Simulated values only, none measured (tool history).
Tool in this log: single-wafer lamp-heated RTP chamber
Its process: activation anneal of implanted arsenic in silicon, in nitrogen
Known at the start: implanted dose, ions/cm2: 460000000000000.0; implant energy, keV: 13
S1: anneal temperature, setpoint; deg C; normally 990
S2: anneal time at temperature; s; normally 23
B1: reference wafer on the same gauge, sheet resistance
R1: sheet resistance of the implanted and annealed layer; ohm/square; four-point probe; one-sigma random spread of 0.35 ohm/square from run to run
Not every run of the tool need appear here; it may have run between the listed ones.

Run 1, hour 0.0: usual settings; B1 228.85. Result: R1 236.02 ohm/square.
Run 2, hour 15.6: usual settings; B1 228.47. Result: R1 235.69 ohm/square.
Run 3, hour 26.0: usual settings; B1 228.31. Result: R1 235.36 ohm/square.
Run 4, hour 42.7: usual settings; B1 228.12. Result: R1 235.22 ohm/square.
Run 5, hour 54.5: usual settings but S1 980 deg C, S2 26 s; B1 227.92. Result: R1 235.07 ohm/square.
Run 6, hour 66.8: usual settings; B1 227.80. Result: R1 234.80 ohm/square.
Run 7, hour 74.3: usual settings; B1 227.85. Result: R1 234.23 ohm/square.
At hour 86.9: reflector plate cleaned.
At hour 92.1: pyrometer window cleaned and pyrometer calibrated.
Run 8, hour 92.6: usual settings but S2 31 s; B1 227.70. Result: R1 231.64 ohm/square.
Run 9, hour 98.9: usual settings but S1 971 deg C; B1 227.72. Result: R1 236.95 ohm/square.
Run 10, hour 106.2: usual settings but S1 971 deg C; B1 227.66. Result: R1 236.58 ohm/square.
Run 11, hour 113.6: usual settings but S2 30 s; B1 227.69. Result: R1 232.86 ohm/square.
Run 12, hour 120.6: usual settings; B1 227.66. Result: R1 234.56 ohm/square.
Run 13, hour 129.6: usual settings but S1 960 deg C; B1 227.60. Result: R1 237.90 ohm/square.
Run 14, hour 144.8: usual settings but S1 975 deg C, S2 10 s; B1 227.69. Result: R1 241.41 ohm/square.
At hour 148.9: gauge calibrated.
Run 15, hour 156.9: usual settings but S1 970 deg C; B1 228.69. Result: R1 237.85 ohm/square.
Run 16, hour 164.8: usual settings but S2 16 s; B1 228.60. Result: R1 237.65 ohm/square.

Run 17, settings as shown, results not yet in. Your forecast:
Run 17, hour 172.3: usual settings; B1 ?. Result: R1 ?.

Logged for run 17: B1 228.40, R1 234.85 ohm/square.
With the hidden condition absent and the run-to-run variation left alone, this run would have shown R1 235.49 ohm/square.
